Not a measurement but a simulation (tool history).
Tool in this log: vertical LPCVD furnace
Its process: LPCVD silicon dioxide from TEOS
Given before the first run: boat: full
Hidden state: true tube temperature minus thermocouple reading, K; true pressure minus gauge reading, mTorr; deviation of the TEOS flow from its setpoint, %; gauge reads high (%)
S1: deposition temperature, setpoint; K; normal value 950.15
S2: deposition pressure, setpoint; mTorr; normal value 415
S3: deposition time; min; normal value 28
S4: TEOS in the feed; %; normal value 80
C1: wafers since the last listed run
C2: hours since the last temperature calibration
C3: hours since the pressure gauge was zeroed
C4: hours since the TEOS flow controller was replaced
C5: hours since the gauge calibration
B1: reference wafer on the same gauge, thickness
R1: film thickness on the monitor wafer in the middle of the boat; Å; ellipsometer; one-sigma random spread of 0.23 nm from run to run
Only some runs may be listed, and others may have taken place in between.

Run 1, hour 0: usual settings but S2 490 mTorr; C1 0; C2 2893.9; C3 3301.8; C4 2956.5; C5 214.6; B1 133.12. Result: R1 1843.7 Å.
Run 2, hour 16.3: usual settings; C1 307; C2 2910.2; C3 3318.1; C4 2972.8; C5 230.9; B1 133.12. Result: R1 1698.1 Å.
Run 3, hour 26.9: usual settings; C1 200; C2 2920.8; C3 3328.7; C4 2983.4; C5 241.5; B1 132.93. Result: R1 1702 Å.
Run 4, hour 36.6: usual settings but S4 84 %; C1 183; C2 2930.5; C3 3338.4; C4 2993.1; C5 251.2; B1 132.98. Result: R1 1743.9 Å.
Run 5, hour 53.1: usual settings but S4 84 %; C1 311; C2 2947; C3 3354.9; C4 3009.6; C5 267.7; B1 133.03. Result: R1 1743.9 Å.
Run 6, hour 63.4: usual settings but S4 84 %; C1 194; C2 2957.3; C3 3365.2; C4 3019.9; C5 278; B1 133.01. Result: R1 1746.4 Å.
Run 7, hour 76.8: usual settings; C1 253; C2 2970.7; C3 3378.6; C4 3033.3; C5 291.4; B1 133.08. Result: R1 1698.8 Å.
At hour 84.9: gauge calibrated.
Run 8, hour 93.3: usual settings; C1 311; C2 2987.2; C3 3395.1; C4 3049.8; C5 8.4; B1 133.06. Result: R1 1707.4 Å.
Run 9, hour 110.1: usual settings; C1 317; C2 3004; C3 3411.9; C4 3066.6; C5 25.2; B1 132.96. Result: R1 1703.5 Å.
Run 10, hour 119: usual settings; C1 168; C2 3012.9; C3 3420.8; C4 3075.5; C5 34.1; B1 132.94. Result: R1 1710.9 Å.
At hour 151.7: pressure gauge zeroed.
At hour 171: thermocouples replaced and temperature profile calibrated.
At hour 181.5: TEOS flow controller replaced.
Run 11, hour 182: usual settings; C1 174; C2 11; C3 30.3; C4 0.5; C5 97.1; B1 132.96. Result: R1 1567.9 Å.
Run 12, hour 186.2: usual settings but S3 37 min; C1 79; C2 15.2; C3 34.5; C4 4.7; C5 101.3; B1 132.98. Result: R1 2065.2 Å.
Run 13, hour 190.5: usual settings; C1 81; C2 19.5; C3 38.8; C4 9; C5 105.6; B1 132.99. Result: R1 1570.5 Å.
Run 14, hour 194.8: usual settings but S4 86 %; C1 81; C2 23.8; C3 43.1; C4 13.3; C5 109.9; B1 132.94. Result: R1 1623.5 Å.
Run 15, hour 199.4: usual settings but S4 89 %; C1 86; C2 28.4; C3 47.7; C4 17.9; C5 114.5; B1 133. Result: R1 1649.9 Å.
Run 16, hour 209.5: usual settings; C1 190; C2 38.5; C3 57.8; C4 28; C5 124.6; B1 133.02. Result: R1 1566.3 Å.
Run 17, hour 215.6: usual settings but S2 480 mTorr, S4 75 %; C1 115; C2 44.6; C3 63.9; C4 34.1; C5 130.7; B1 132.96. Result: R1 1632.8 Å.
Run 18, hour 222.6: usual settings but S1 960.15 K, S2 375 mTorr, S3 20 min, S4 91 %; C1 132; C2 51.6; C3 70.9; C4 41.1; C5 137.7; B1 132.96. Result: R1 1443.6 Å.

Predict the results of run 19:
Run 19, hour 236.4: usual settings but S2 470 mTorr; C1 260; C2 65.4; C3 84.7; C4 54.9; C5 151.5; B1 ?. Result: R1 ?.

{"run 19": {"B1": 133.01, "R1": 1670.2}}
Minus the tool's unlogged condition, the same run would have read R1 1649.8 Å.

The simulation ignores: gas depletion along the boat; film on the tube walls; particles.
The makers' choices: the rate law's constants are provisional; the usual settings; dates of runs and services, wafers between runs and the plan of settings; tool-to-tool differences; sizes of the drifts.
